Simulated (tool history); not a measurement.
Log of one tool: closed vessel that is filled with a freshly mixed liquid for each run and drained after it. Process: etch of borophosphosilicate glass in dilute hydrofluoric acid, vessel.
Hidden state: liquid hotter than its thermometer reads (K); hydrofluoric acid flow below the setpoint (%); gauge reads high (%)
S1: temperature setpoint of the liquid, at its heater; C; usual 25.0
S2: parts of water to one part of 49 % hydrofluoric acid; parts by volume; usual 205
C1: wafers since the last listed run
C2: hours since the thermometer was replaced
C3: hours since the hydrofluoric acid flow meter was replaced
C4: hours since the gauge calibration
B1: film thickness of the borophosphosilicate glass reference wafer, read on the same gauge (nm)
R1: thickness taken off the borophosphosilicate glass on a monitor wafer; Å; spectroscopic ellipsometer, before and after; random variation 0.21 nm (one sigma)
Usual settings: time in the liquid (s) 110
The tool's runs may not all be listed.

Run 1, hour 0.0: usual settings; C1 0; C2 1123.9; C3 1507.0; C4 930.8; B1 99.98. Result: R1 219.6 Å.
Run 2, hour 56.7: usual settings; C1 5518; C2 1180.6; C3 1563.7; C4 987.5; B1 100.03. Result: R1 220.4 Å.
At hour 83.3: gauge calibrated.
Run 3, hour 93.8: usual settings; C1 3610; C2 1217.7; C3 1600.8; C4 10.5; B1 100.00. Result: R1 221.7 Å.
Run 4, hour 121.8: usual settings; C1 2724; C2 1245.7; C3 1628.8; C4 38.5; B1 99.99. Result: R1 220.5 Å.
Run 5, hour 180.0: usual settings; C1 5664; C2 1303.9; C3 1687.0; C4 96.7; B1 100.01. Result: R1 214.8 Å.
Run 6, hour 251.9: usual settings but S1 28.0 C; C1 6997; C2 1375.8; C3 1758.9; C4 168.6; B1 99.99. Result: R1 243.4 Å.
Run 7, hour 281.6: usual settings but time in the liquid (s) 140; C1 2890; C2 1405.5; C3 1788.6; C4 198.3; B1 100.00. Result: R1 273.3 Å.
Run 8, hour 316.7: usual settings but time in the liquid (s) 140; C1 3415; C2 1440.6; C3 1823.7; C4 233.4; B1 100.03. Result: R1 277.0 Å.
Run 9, hour 379.9: usual settings but time in the liquid (s) 140; C1 6150; C2 1503.8; C3 1886.9; C4 296.6; B1 100.00. Result: R1 273.5 Å.
Run 10, hour 417.6: usual settings; C1 3668; C2 1541.5; C3 1924.6; C4 334.3; B1 99.99. Result: R1 213.5 Å.
At hour 593.3: hydrofluoric acid flow meter replaced.
Run 11, hour 631.0: usual settings; C1 20670; C2 1754.9; C3 37.7; C4 547.7; B1 99.96. Result: R1 241.3 Å.
Run 12, hour 675.6: usual settings but S1 22.0 C; C1 4340; C2 1799.5; C3 82.3; C4 592.3; B1 99.95. Result: R1 216.7 Å.
Run 13, hour 710.7: usual settings; C1 3415; C2 1834.6; C3 117.4; C4 627.4; B1 100.02. Result: R1 241.6 Å.
At hour 719.7: thermometer replaced.
Run 14, hour 756.1: usual settings; C1 4321; C2 36.4; C3 162.8; C4 672.8; B1 99.98. Result: R1 243.1 Å.
Run 15, hour 839.8: usual settings; C1 8145; C2 120.1; C3 246.5; C4 756.5; B1 99.98. Result: R1 242.5 Å.
Run 16, hour 903.6: usual settings but S1 21.5 C, time in the liquid (s) 150; C1 6209; C2 183.9; C3 310.3; C4 820.3; B1 99.99. Result: R1 289.0 Å.
Run 17, hour 928.2: usual settings but S2 140 parts by volume; C1 2394; C2 208.5; C3 334.9; C4 844.9; B1 100.00. Result: R1 376.6 Å.
Run 18, hour 978.9: usual settings but S1 28.5 C, S2 280 parts by volume; C1 4934; C2 259.2; C3 385.6; C4 895.6; B1 99.99. Result: R1 182.2 Å.
Run 19, hour 1048.6: usual settings; C1 6783; C2 328.9; C3 455.3; C4 965.3; B1 99.97. Result: R1 236.3 Å.
At hour 1055.9: gauge calibrated.
Run 20, hour 1097.1: usual settings but S1 20.5 C, S2 270 parts by volume, time in the liquid (s) 140; C1 4720; C2 377.4; C3 503.8; C4 41.2; B1 99.99. Result: R1 182.4 Å.
Run 21, hour 1163.8: usual settings; C1 6491; C2 444.1; C3 570.5; C4 107.9; B1 99.99. Result: R1 234.4 Å.
Run 22, hour 1221.5: usual settings but S1 22.5 C; C1 5615; C2 501.8; C3 628.2; C4 165.6; B1 100.04. Result: R1 212.0 Å.
Run 23, hour 1261.9: usual settings but S1 22.0 C, S2 130 parts by volume, time in the liquid (s) 130; C1 3931; C2 542.2; C3 668.6; C4 206.0; B1 100.04. Result: R1 417.8 Å.
Run 24, hour 1298.9: usual settings but S2 290 parts by volume, time in the liquid (s) 150; C1 3600; C2 579.2; C3 705.6; C4 243.0; B1 100.00. Result: R1 204.5 Å.
Run 25, hour 1347.1: usual settings but S1 21.0 C, S2 250 parts by volume, time in the liquid (s) 140; C1 4690; C2 627.4; C3 753.8; C4 291.2; B1 100.00. Result: R1 198.2 Å.
Run 26, hour 1378.8: usual settings but S1 27.0 C, S2 235 parts by volume, time in the liquid (s) 90; C1 3085; C2 659.1; C3 785.5; C4 322.9; B1 100.01. Result: R1 171.3 Å.
Run 27, hour 1405.7: usual settings but time in the liquid (s) 150; C1 2617; C2 686.0; C3 812.4; C4 349.8; B1 100.01. Result: R1 317.4 Å.
Run 28, hour 1470.1: usual settings; C1 6267; C2 750.4; C3 876.8; C4 414.2; B1 99.99. Result: R1 231.7 Å.
Run 29, hour 1647.2: usual settings but S1 21.0 C, S2 105 parts by volume, time in the liquid (s) 60; C1 17235; C2 927.5; C3 1053.9; C4 591.3; B1 100.01. Result: R1 233.6 Å.
Run 30, hour 1687.1: usual settings but S1 20.5 C, time in the liquid (s) 160; C1 3883; C2 967.4; C3 1093.8; C4 631.2; B1 99.97. Result: R1 278.8 Å.

Forecast each of these 5 alternatives for the next run:
Run A, hour 1687.8: usual settings; C1 68; C2 968.1; C3 1094.5; C4 631.9; B1 ?. Result: R1 ?.
Run B, hour 1687.8: usual settings but S1 23.0 C, S2 300 parts by volume, time in the liquid (s) 170; C1 68; C2 968.1; C3 1094.5; C4 631.9; B1 ?. Result: R1 ?.
Run C, hour 1687.8: usual settings but S1 29.0 C; C1 68; C2 968.1; C3 1094.5; C4 631.9; B1 ?. Result: R1 ?.
Run D, hour 1687.8: usual settings but S1 29.5 C, S2 140 parts by volume, time in the liquid (s) 80; C1 68; C2 968.1; C3 1094.5; C4 631.9; B1 ?. Result: R1 ?.
Run E, hour 1687.8: usual settings but S1 28.0 C, S2 275 parts by volume, time in the liquid (s) 55; C1 68; C2 968.1; C3 1094.5; C4 631.9; B1 ?. Result: R1 ?.

run      B1     R1
  A  100.01  226.6
  B  100.01  201.4
  C  100.01  261.0
  D  100.01  308.2
  E  100.01   86.5
Without the tool's hidden state the same runs would have given:
run     R1
  A  247.1
  B  220.5
  C  285.0
  D  335.1
  E   94.8
